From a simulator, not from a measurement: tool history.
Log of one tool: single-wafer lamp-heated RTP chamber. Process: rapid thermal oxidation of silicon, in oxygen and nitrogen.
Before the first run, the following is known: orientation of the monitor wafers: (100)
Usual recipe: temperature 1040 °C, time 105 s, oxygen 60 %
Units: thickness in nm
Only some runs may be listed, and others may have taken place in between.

run   hour  temperature  time  oxygen  wafers since the last listed run  wafers since the last pyrometer calibration  hours since the oxygen flow controller was replaced  hours since the gauge calibration  read-back reference wafer on the same gauge, thickness  thickness
  1    0.0         1022   105      67                                 0                                         1905                                               6895.6                               16.4                                                   9.040      7.588
  2    8.6         1022   105      67                               104                                         2010                                               6904.2                               25.0                                                   9.040      7.549
  3   21.1         1040   138      60                               152                                         2163                                               6916.7                               37.5                                                   9.039      9.426
  4   38.6         1040   138      60                               213                                         2376                                               6934.2                               55.0                                                   9.032      9.367
  5   83.7         1040   137      60                               549                                         2926                                               6979.3                              100.1                                                   9.044      9.366
  6  100.6         1040   137      60                               206                                         3132                                               6996.2                              117.0                                                   9.049      9.462
  7  116.7         1040   105      77                               196                                         3328                                               7012.3                              133.1                                                   9.044      9.125
  8  124.4         1040   105      77                                93                                         3422                                               7020.0                              140.8                                                   9.043      9.182
  9  136.9         1040   105      77                               152                                         3574                                               7032.5                              153.3                                                   9.050      9.068
 10  151.1         1040   140      60                               173                                         3747                                               7046.7                              167.5                                                   9.037      9.528
 11  162.3         1040   105      60                               136                                         3884                                               7057.9                              178.7                                                   9.062      8.314
 12  175.9         1040    80      60                               165                                         4050                                               7071.5                              192.3                                                   9.060      7.371
 13  185.3         1040   149      88                               114                                         4164                                               7080.9                              201.7                                                   9.029     11.211
 14  194.2         1048   129      48                               108                                         4273                                               7089.8                              210.6                                                   9.049      8.995
 15  201.6         1040   105      60                                90                                         4363                                               7097.2                              218.0                                                   9.011      8.363
 16  209.5         1040    91      60                                96                                         4459                                               7105.1                              225.9                                                   9.040      7.832
     240.8  -- gauge calibrated
 17  261.7         1052   157      75                               636                                         5096                                               7157.3                               20.9                                                   9.050     11.832
     288.0  -- pyrometer window cleaned and pyrometer calibrated
 18  313.0         1057   152      72                               527                                          304                                               7208.6                               72.2                                                   9.033     11.637
     323.7  -- oxygen flow controller replaced
 19  324.0         1040   140      60                                36                                          341                                                  0.3                               83.2                                                   9.043      9.330
 20  330.9         1057   105      45                                84                                          425                                                  7.2                               90.1                                                   9.049      8.210
 21  345.2         1050    55      71                               174                                          599                                                 21.5                              104.4                                                   9.031      6.918
 22  394.4         1040   105      60                               599                                         1199                                                 70.7                              153.6                                                   9.041      8.208
 23  416.9         1018   145      78                               274                                         1473                                                 93.2                              176.1                                                   9.044      9.045
 24  423.5         1067   105      60                                80                                         1554                                                 99.8                              182.7                                                   9.040      9.929
 25  440.2         1040   105      60                               203                                         1757                                                116.5                              199.4                                                   9.043      8.216

Exercise: give the hidden state of the tool at every run:
deviation of the oxygen flow from its setpoint, %: 0 in every run
gauge reads high (%): 0 in every run
H1: true wafer temperature minus pyrometer reading, K
run    H1
  1  5.11
  2  5.24
  3  5.41
  4  5.63
  5  6.09
  6  6.22
  7  6.34
  8  6.39
  9  6.46
 10  6.54
 11   6.6
 12  6.66
 13   6.7
 14  6.73
 15  6.76
 16  6.79
 17  6.94
 18  1.76
 19  2.18
 20  2.43
 21  2.91
 22  4.23
 23  4.69
 24  4.81
 25   5.1

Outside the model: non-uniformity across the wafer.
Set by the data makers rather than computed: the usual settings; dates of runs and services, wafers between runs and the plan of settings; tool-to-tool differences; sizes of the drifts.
